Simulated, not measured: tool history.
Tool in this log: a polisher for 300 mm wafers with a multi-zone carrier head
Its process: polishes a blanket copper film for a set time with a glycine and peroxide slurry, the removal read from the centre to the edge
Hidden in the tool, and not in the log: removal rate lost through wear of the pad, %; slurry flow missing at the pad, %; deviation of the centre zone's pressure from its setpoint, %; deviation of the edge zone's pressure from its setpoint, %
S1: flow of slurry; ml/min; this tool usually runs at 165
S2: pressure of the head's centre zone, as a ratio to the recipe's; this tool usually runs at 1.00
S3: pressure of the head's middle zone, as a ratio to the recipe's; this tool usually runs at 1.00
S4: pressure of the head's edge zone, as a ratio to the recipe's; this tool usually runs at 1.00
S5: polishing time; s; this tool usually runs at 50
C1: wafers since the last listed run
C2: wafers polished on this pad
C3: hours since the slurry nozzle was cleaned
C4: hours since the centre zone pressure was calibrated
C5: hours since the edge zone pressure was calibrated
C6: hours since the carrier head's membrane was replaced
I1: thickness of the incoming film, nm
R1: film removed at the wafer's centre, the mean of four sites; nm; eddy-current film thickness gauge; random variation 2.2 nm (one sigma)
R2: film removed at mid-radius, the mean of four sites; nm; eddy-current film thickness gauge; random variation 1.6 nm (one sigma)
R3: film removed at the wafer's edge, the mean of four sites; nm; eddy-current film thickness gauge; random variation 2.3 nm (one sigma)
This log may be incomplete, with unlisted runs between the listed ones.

Run 1, hour 0.0: usual settings; C1 0; C2 242; C3 96.6; C4 770.5; C5 495.0; C6 183.5; I1 1180.4. Result: R1 157.0 nm, R2 165.7 nm, R3 157.3 nm.
Run 2, hour 39.3: usual settings but S1 205 ml/min, S3 1.08; C1 338; C2 580; C3 135.9; C4 809.8; C5 534.3; C6 222.8; I1 1190.9. Result: R1 160.5 nm, R2 180.0 nm, R3 166.4 nm.
Run 3, hour 68.5: usual settings but S4 1.09; C1 251; C2 831; C3 165.1; C4 839.0; C5 563.5; C6 252.0; I1 1159.7. Result: R1 158.0 nm, R2 160.5 nm, R3 165.3 nm.
Run 4, hour 122.5: usual settings but S4 1.09; C1 465; C2 1296; C3 219.1; C4 893.0; C5 617.5; C6 306.0; I1 1171.9. Result: R1 161.0 nm, R2 163.5 nm, R3 166.8 nm.
At hour 130.6: worn pad replaced by a new one.
Run 5, hour 172.9: usual settings but S4 1.09; C1 399; C2 363; C3 269.5; C4 943.4; C5 667.9; C6 356.4; I1 1186.4. Result: R1 159.1 nm, R2 162.8 nm, R3 167.0 nm.
Run 6, hour 218.0: usual settings; C1 388; C2 752; C3 314.6; C4 988.5; C5 713.0; C6 401.5; I1 1172.5. Result: R1 157.6 nm, R2 164.8 nm, R3 159.3 nm.
Run 7, hour 262.2: usual settings; C1 380; C2 1132; C3 358.8; C4 1032.7; C5 757.2; C6 445.7; I1 1172.3. Result: R1 154.7 nm, R2 161.7 nm, R3 156.2 nm.
At hour 299.3: edge zone pressure recalibrated.
At hour 304.2: worn pad replaced by a new one.
Run 8, hour 329.1: usual settings; C1 524; C2 214; C3 425.7; C4 1099.6; C5 29.8; C6 512.6; I1 1186.1. Result: R1 155.8 nm, R2 163.5 nm, R3 160.3 nm.
Run 9, hour 375.3: usual settings; C1 397; C2 612; C3 471.9; C4 1145.8; C5 76.0; C6 558.8; I1 1161.6. Result: R1 158.1 nm, R2 163.9 nm, R3 160.5 nm.
At hour 382.4: carrier head's membrane replaced by a new one.
Run 10, hour 436.6: usual settings but S2 1.06, S4 1.11; C1 484; C2 1097; C3 533.2; C4 1207.1; C5 137.3; C6 54.2; I1 1174.7. Result: R1 169.3 nm, R2 165.3 nm, R3 168.5 nm.
At hour 456.7: worn pad replaced by a new one.
Run 11, hour 468.8: usual settings but S4 1.04; C1 242; C2 103; C3 565.4; C4 1239.3; C5 169.5; C6 86.4; I1 1185.9. Result: R1 154.7 nm, R2 164.8 nm, R3 164.8 nm.
At hour 477.6: centre zone pressure recalibrated.
At hour 485.8: slurry nozzle cleaned.
Run 12, hour 524.5: usual settings but S2 1.12, S3 0.92, S5 36 s; C1 453; C2 557; C3 38.7; C4 46.9; C5 225.2; C6 142.1; I1 1168.7. Result: R1 128.4 nm, R2 109.4 nm, R3 117.0 nm.

Run 13, settings as shown, results not yet in. Your forecast:
Run 13, hour 576.3: usual settings; C1 446; C2 1003; C3 90.5; C4 98.7; C5 277.0; C6 193.9; I1 1158.6. Result: R1 ?, R2 ?, R3 ?.

Logged for run 13: R1 160.0 nm, R2 164.1 nm, R3 161.2 nm.
Had the tool carried no hidden state, the very same run would have given R1 160.0 nm, R2 164.1 nm, R3 161.2 nm.
